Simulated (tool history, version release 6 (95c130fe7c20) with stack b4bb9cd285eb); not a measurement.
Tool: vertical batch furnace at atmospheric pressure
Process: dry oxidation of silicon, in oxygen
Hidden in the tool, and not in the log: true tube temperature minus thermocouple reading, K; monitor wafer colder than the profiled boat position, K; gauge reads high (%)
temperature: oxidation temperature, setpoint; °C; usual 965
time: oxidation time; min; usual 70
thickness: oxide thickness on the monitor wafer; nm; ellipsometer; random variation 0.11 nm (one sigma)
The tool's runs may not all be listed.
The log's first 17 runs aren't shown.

run,day,temperature,time,wafers since the last listed run,hours since the last temperature calibration,hours since the boat lift was adjusted,hours since the gauge calibration,"read-back reference wafer on the same gauge, thickness",thickness
18,38.467,951,70,744,2990.8,5694.2,357.3,70.89,60.8
19,39.671,946,41,361,3019.7,5723.1,386.2,70.93,51.37
20,42.45,965,70,834,3086.4,5789.8,452.9,70.9,64.15
21,44.667,953,70,665,3139.6,5843,506.1,70.89,61.43
# day 47.242: boat lift adjusted
22,47.312,979,82.5,494,3203.1,1.7,569.6,70.89,72.29
23,49.842,965,70,759,3263.8,62.4,630.3,70.92,63.97
24,50.929,952,47.5,326,3289.9,88.5,656.4,70.9,54.28
25,53.917,976,89.5,897,3361.6,160.2,728.1,70.92,73.49
26,56.296,957,86,714,3418.7,217.3,785.2,70.88,67.17
# day 57.933: thermocouples replaced and temperature profile calibrated
27,57.954,965,70,197,0.5,257.1,825,70.89,63.22
28,58.788,965,70,250,20.5,277.1,845,70.89,63.03
29,61.283,976,55.5,749,80.4,337,904.9,70.93,60.61
30,63.454,952,47.5,651,132.5,389.1,957,70.93,53.75
31,65.404,965,59.5,585,179.3,435.9,1003.8,70.89,59.92
32,68.242,965,70,852,247.4,504,1071.9,70.88,63.31
33,70.621,989,46,714,304.5,561.1,1129,70.88,59.61
34,72.075,953,43.5,436,339.4,596,1163.9,70.9,52.53
35,76.288,965,70,1264,440.5,697.1,1265,70.9,63.24
36,77.529,956,99,372,470.3,726.9,1294.8,70.91,69.51
37,79.796,946,62,680,524.7,781.3,1349.2,70.88,56.79
38,80.967,955,58,351,552.8,809.4,1377.3,70.88,57.56

Forecast each of these 5 alternatives for the next run:
A,81.212,965,70,73,558.7,815.3,1383.2,?,?
B,81.212,965,53.5,73,558.7,815.3,1383.2,?,?
C,81.212,990,52,73,558.7,815.3,1383.2,?,?
D,81.212,941,104,73,558.7,815.3,1383.2,?,?
E,81.212,956,43.5,73,558.7,815.3,1383.2,?,?

run,"read-back reference wafer on the same gauge, thickness",thickness
A,70.89,63.33
B,70.89,57.91
C,70.89,62.55
D,70.89,66.13
E,70.89,53.18
Without the tool's hidden state the same runs would have given:
run,thickness
A,63.13
B,57.75
C,62.31
D,65.84
E,53.05
